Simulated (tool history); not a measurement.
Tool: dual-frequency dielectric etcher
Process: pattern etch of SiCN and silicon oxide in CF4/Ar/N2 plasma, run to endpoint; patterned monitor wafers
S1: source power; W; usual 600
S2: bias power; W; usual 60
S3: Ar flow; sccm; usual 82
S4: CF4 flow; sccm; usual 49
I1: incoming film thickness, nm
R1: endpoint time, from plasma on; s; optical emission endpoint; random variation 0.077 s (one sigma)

run 1 hour=0 | S1=600 S2=66 S3=82 S4=49 | I1=17.45 | R1=16.6
run 2 hour=43.4 | S1=470 S2=48 S3=82 S4=42 | I1=17.3 | R1=22.3
run 3 hour=43.7 | S1=690 S2=60 S3=82 S4=56 | I1=17.37 | R1=15.2
run 4 hour=46 | S1=600 S2=60 S3=82 S4=49 | I1=17.07 | R1=16.9
run 5 hour=63.3 | S1=600 S2=66 S3=70 S4=49 | I1=17.15 | R1=16.2
run 6 hour=96.5 | S1=600 S2=60 S3=82 S4=49 | I1=17.23 | R1=16.2
run 7 hour=96.8 | S1=530 S2=72 S3=82 S4=49 | I1=17.31 | R1=16.7
run 8 hour=97.1 | S1=600 S2=60 S3=91 S4=57 | I1=17.11 | R1=15.9
run 9 hour=101.9 | S1=600 S2=50 S3=70 S4=49 | I1=17.21 | R1=16.6
run 10 hour=119.8 | S1=530 S2=72 S3=82 S4=49 | I1=17.24 | R1=16.7
run 11 hour=129.5 | S1=600 S2=60 S3=82 S4=49 | I1=17.2 | R1=16.1
run 12 hour=144.6 | S1=500 S2=60 S3=82 S4=49 | I1=17.3 | R1=18.5
run 13 hour=152.7 | S1=600 S2=64 S3=90 S4=49 | I1=17.3 | R1=16.2
run 14 hour=163.2 | S1=730 S2=72 S3=82 S4=55 | I1=17.12 | R1=12.9
run 15 hour=178.8 | S1=600 S2=60 S3=82 S4=56 | I1=17.19 | R1=15.8
run 16 hour=190.8 | S1=600 S2=60 S3=82 S4=49 | I1=17.37 | R1=16.3
run 17 hour=234.8 | S1=600 S2=60 S3=97 S4=42 | I1=17.21 | R1=17.2
run 18 hour=246.4 | S1=600 S2=60 S3=82 S4=49 | I1=17.25 | R1=16.5
run 19 hour=262.3 | S1=500 S2=60 S3=82 S4=52 | I1=16.96 | R1=18.3
run 20 hour=269.7 | S1=600 S2=71 S3=90 S4=49 | I1=17.29 | R1=15.9
run 21 hour=281.3 | S1=480 S2=72 S3=68 S4=59 | I1=17.3 | R1=17.3
run 22 hour=289.4 | S1=600 S2=60 S3=74 S4=54 | I1=17.1 | R1=15.8
run 23 hour=304.9 | S1=510 S2=60 S3=75 S4=49 | I1=17.2 | R1=18.4
run 24 hour=340.4 | S1=600 S2=65 S3=82 S4=49 | I1=17 | R1=16

Not shown: 5 entries that the log had between the listed runs. Between which runs, and how does the tool's hidden state differ before and after?
Between runs 1 and 2: Ar flow controller replaced (hour 20.5); upper electrode replaced (hour 42.9)
  etch rate over this chamber's usual, %: -4.5 -> -4.98
  measured less the result without the state, R1: +0.7 -> +1.1 s
Between runs 4 and 5: source power generator calibrated (hour 52.4)
  etch rate over this chamber's usual, %: -5.01 -> -5.21
  measured less the result without the state, R1: +0.8 -> +0.9 s
Between runs 5 and 6: wet clean of the chamber (hour 96)
  etch rate over this chamber's usual, %: -5.21 -> 0.578
  measured less the result without the state, R1: +0.9 -> -0.1 s
Between runs 10 and 11: bias power generator calibrated (hour 125.6)
  etch rate over this chamber's usual, %: 0.319 -> 0.211
  measured less the result without the state, R1: -0.1 -> +0 s
